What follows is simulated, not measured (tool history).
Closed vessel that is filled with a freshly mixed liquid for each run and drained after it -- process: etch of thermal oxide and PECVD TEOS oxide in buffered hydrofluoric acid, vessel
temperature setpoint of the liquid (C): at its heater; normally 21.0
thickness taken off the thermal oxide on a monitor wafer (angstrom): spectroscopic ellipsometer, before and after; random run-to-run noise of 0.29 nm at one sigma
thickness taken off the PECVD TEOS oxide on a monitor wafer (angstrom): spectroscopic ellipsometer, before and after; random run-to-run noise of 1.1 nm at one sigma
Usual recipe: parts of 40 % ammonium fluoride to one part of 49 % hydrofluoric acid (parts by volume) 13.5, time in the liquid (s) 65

| run | hour | temperature setpoint of the liquid (C) | parts of 40 % ammonium fluoride to one part of 49 % hydrofluoric acid (parts by volume) | time in the liquid (s) | wafers since the last listed run | hours since the thermometer was replaced | hours since the hydrofluoric acid flow meter was replaced | hours since the gauge calibration | read-back film thickness of the thermal oxide reference wafer, read on the same gauge (nm) | read-back film thickness of the PECVD TEOS oxide reference wafer, read on the same gauge (nm) | thickness taken off the thermal oxide on a monitor wafer (angstrom) | thickness taken off the PECVD TEOS oxide on a monitor wafer (angstrom) |
|---|---|---|---|---|---|---|---|---|---|---|---|---|
| 1 | 0.0 | 23.5 | 13.5 | 65 | 0 | 1244.6 | 1119.8 | 324.1 | 141.78 | 70.91 | 557.0 | 1551.2 |
| 2 | 46.1 | 23.5 | 13.5 | 65 | 5149 | 1290.7 | 1165.9 | 370.2 | 142.06 | 71.03 | 560.3 | 1569.5 |
| 3 | 139.0 | 21.0 | 13.5 | 65 | 10377 | 1383.6 | 1258.8 | 463.1 | 142.53 | 71.25 | 481.8 | 1346.3 |
| 4 | 186.3 | 21.0 | 13.5 | 65 | 5283 | 1430.9 | 1306.1 | 510.4 | 142.82 | 71.44 | 489.6 | 1362.6 |
| 5 | 248.5 | 21.0 | 13.5 | 65 | 6948 | 1493.1 | 1368.3 | 572.6 | 143.18 | 71.56 | 489.2 | 1356.6 |
| 6 | 330.0 | 21.0 | 13.5 | 65 | 9104 | 1574.6 | 1449.8 | 654.1 | 143.63 | 71.86 | 485.8 | 1363.6 |
|  | 409.5 | gauge calibrated |
| 7 | 423.6 | 23.0 | 13.5 | 65 | 10455 | 1668.2 | 1543.4 | 14.1 | 140.88 | 70.45 | 537.1 | 1521.3 |
| 8 | 494.0 | 21.0 | 10.0 | 65 | 7864 | 1738.6 | 1613.8 | 84.5 | 141.29 | 70.62 | 650.0 | 1820.5 |
| 9 | 590.6 | 21.0 | 10.0 | 65 | 10790 | 1835.2 | 1710.4 | 181.1 | 141.84 | 70.89 | 646.1 | 1843.8 |
| 10 | 644.6 | 21.0 | 13.5 | 30 | 6032 | 1889.2 | 1764.4 | 235.1 | 142.15 | 71.08 | 226.3 | 638.7 |
| 11 | 698.6 | 19.5 | 17.0 | 65 | 6032 | 1943.2 | 1818.4 | 289.1 | 142.44 | 71.22 | 354.4 | 991.1 |
|  | 714.3 | hydrofluoric acid flow meter replaced |
| 12 | 802.4 | 19.5 | 17.5 | 65 | 11483 | 2047.0 | 88.1 | 392.9 | 143.06 | 71.52 | 347.0 | 992.0 |

What will run 13 give?
|  | 814.0 | thermometer replaced |
| 13 | 896.7 | 17.0 | 11.0 | 50 | 10422 | 82.7 | 182.4 | 487.2 | ? | ? | ? | ? |

read-back film thickness of the thermal oxide reference wafer, read on the same gauge (nm): 143.57
read-back film thickness of the PECVD TEOS oxide reference wafer, read on the same gauge (nm): 71.73
thickness taken off the thermal oxide on a monitor wafer (angstrom): 371.7
thickness taken off the PECVD TEOS oxide on a monitor wafer (angstrom): 1037.4
With the hidden condition absent and the run-to-run variation left alone, this run would have shown thickness taken off the thermal oxide on a monitor wafer (angstrom) 362.4, thickness taken off the PECVD TEOS oxide on a monitor wafer (angstrom) 1011.6.
